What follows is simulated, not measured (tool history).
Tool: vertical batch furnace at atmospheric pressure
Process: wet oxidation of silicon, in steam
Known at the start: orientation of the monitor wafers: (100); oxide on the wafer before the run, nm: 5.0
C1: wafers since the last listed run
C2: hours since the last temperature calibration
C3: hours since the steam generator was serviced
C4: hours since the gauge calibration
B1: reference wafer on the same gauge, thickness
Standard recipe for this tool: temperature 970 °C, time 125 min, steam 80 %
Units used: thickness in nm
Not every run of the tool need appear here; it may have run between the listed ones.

run 1 hour=0 | temperature=970 time=125 steam=80 | C1=0 C2=3834.5 C3=1891.5 C4=22.8 | B1=554.13 | thickness=466.81
run 2 hour=16.3 | temperature=970 time=95.5 steam=80 | C1=254 C2=3850.8 C3=1907.8 C4=39.1 | B1=553.99 | thickness=386.34
run 3 hour=44.9 | temperature=970 time=95.5 steam=80 | C1=446 C2=3879.4 C3=1936.4 C4=67.7 | B1=553.98 | thickness=385.33
run 4 hour=55.4 | temperature=970 time=125 steam=88 | C1=163 C2=3889.9 C3=1946.9 C4=78.2 | B1=553.67 | thickness=498.55
run 5 hour=73.5 | temperature=970 time=125 steam=88 | C1=282 C2=3908 C3=1965 C4=96.3 | B1=554 | thickness=499.25
run 6 hour=82.6 | temperature=970 time=125 steam=80 | C1=141 C2=3917.1 C3=1974.1 C4=105.4 | B1=553.82 | thickness=465.73
run 7 hour=94.8 | temperature=970 time=125 steam=80 | C1=190 C2=3929.3 C3=1986.3 C4=117.6 | B1=553.9 | thickness=465.37
run 8 hour=115.4 | temperature=970 time=125 steam=80 | C1=321 C2=3949.9 C3=2006.9 C4=138.2 | B1=554.07 | thickness=466.5
run 9 hour=134.5 | temperature=970 time=125 steam=80 | C1=298 C2=3969 C3=2026 C4=157.3 | B1=554.1 | thickness=465.15
run 10 hour=149.1 | temperature=970 time=125 steam=80 | C1=227 C2=3983.6 C3=2040.6 C4=171.9 | B1=554 | thickness=467.78
run 11 hour=160.8 | temperature=970 time=125 steam=80 | C1=182 C2=3995.3 C3=2052.3 C4=183.6 | B1=554.08 | thickness=466.79
run 12 hour=180.7 | temperature=970 time=125 steam=80 | C1=310 C2=4015.2 C3=2072.2 C4=203.5 | B1=554.05 | thickness=467.14
run 13 hour=190.3 | temperature=970 time=125 steam=80 | C1=149 C2=4024.8 C3=2081.8 C4=213.1 | B1=553.97 | thickness=466.03
run 14 hour=198.8 | temperature=970 time=125 steam=80 | C1=132 C2=4033.3 C3=2090.3 C4=221.6 | B1=554.01 | thickness=466.41
run 15 hour=206.3 | temperature=970 time=125 steam=80 | C1=117 C2=4040.8 C3=2097.8 C4=229.1 | B1=553.98 | thickness=464.9
-- hour=225.3 gauge calibrated
run 16 hour=225.6 | temperature=993 time=125 steam=88 | C1=301 C2=4060.1 C3=2117.1 C4=0.3 | B1=553.91 | thickness=584.65
run 17 hour=236.7 | temperature=970 time=125 steam=80 | C1=173 C2=4071.2 C3=2128.2 C4=11.4 | B1=554.04 | thickness=466.04
run 18 hour=250.2 | temperature=990 time=93.5 steam=69 | C1=210 C2=4084.7 C3=2141.7 C4=24.9 | B1=553.71 | thickness=399.7
run 19 hour=264.8 | temperature=961 time=162.5 steam=75 | C1=227 C2=4099.3 C3=2156.3 C4=39.5 | B1=553.88 | thickness=499.39
run 20 hour=285.9 | temperature=970 time=125 steam=80 | C1=329 C2=4120.4 C3=2177.4 C4=60.6 | B1=553.94 | thickness=465.72
-- hour=314.8 steam generator serviced
run 21 hour=315.3 | temperature=970 time=125 steam=80 | C1=84 C2=4149.8 C3=0.5 C4=90 | B1=553.94 | thickness=491.86
run 22 hour=320.4 | temperature=977 time=125 steam=87 | C1=79 C2=4154.9 C3=5.6 C4=95.1 | B1=553.93 | thickness=550.64
-- hour=346.3 thermocouples replaced and temperature profile calibrated
run 23 hour=346.8 | temperature=951 time=182 steam=80 | C1=37 C2=0.5 C3=32 C4=121.5 | B1=554.02 | thickness=551.5
run 24 hour=351.9 | temperature=985 time=162.5 steam=80 | C1=79 C2=5.6 C3=37.1 C4=126.6 | B1=553.98 | thickness=649.51
run 25 hour=359 | temperature=970 time=125 steam=80 | C1=110 C2=12.7 C3=44.2 C4=133.7 | B1=553.88 | thickness=492.04
run 26 hour=373.6 | temperature=955 time=175.5 steam=70 | C1=227 C2=27.3 C3=58.8 C4=148.3 | B1=554.02 | thickness=504.33
run 27 hour=392.6 | temperature=952 time=83 steam=80 | C1=296 C2=46.3 C3=77.8 C4=167.3 | B1=553.98 | thickness=312.63
run 28 hour=404.9 | temperature=970 time=95.5 steam=80 | C1=191 C2=58.6 C3=90.1 C4=179.6 | B1=553.96 | thickness=404.33
run 29 hour=426.2 | temperature=970 time=125 steam=80 | C1=332 C2=79.9 C3=111.4 C4=200.9 | B1=553.82 | thickness=488.7
run 30 hour=434.1 | temperature=984 time=179.5 steam=87 | C1=123 C2=87.8 C3=119.3 C4=208.8 | B1=554.24 | thickness=723.26
run 31 hour=453.5 | temperature=970 time=125 steam=80 | C1=302 C2=107.2 C3=138.7 C4=228.2 | B1=553.88 | thickness=487.51

Consider 3 possible next runs. They are alternatives, not a sequence: every one starts from the tool as it was left by run 31. What does each give?
run A hour=458.6 | temperature=970 time=125 steam=80 | C1=79 C2=112.3 C3=143.8 C4=233.3 | B1=? | thickness=?
run B hour=458.6 | temperature=970 time=147 steam=80 | C1=79 C2=112.3 C3=143.8 C4=233.3 | B1=? | thickness=?
run C hour=458.6 | temperature=970 time=169.5 steam=80 | C1=79 C2=112.3 C3=143.8 C4=233.3 | B1=? | thickness=?

run=A B1=553.84 thickness=487.02
run=B B1=553.84 thickness=544.47
run=C B1=553.84 thickness=599.51
Without the tool's hidden state the same runs would have given:
run=A thickness=492.37
run=B thickness=550.34
run=C thickness=605.88

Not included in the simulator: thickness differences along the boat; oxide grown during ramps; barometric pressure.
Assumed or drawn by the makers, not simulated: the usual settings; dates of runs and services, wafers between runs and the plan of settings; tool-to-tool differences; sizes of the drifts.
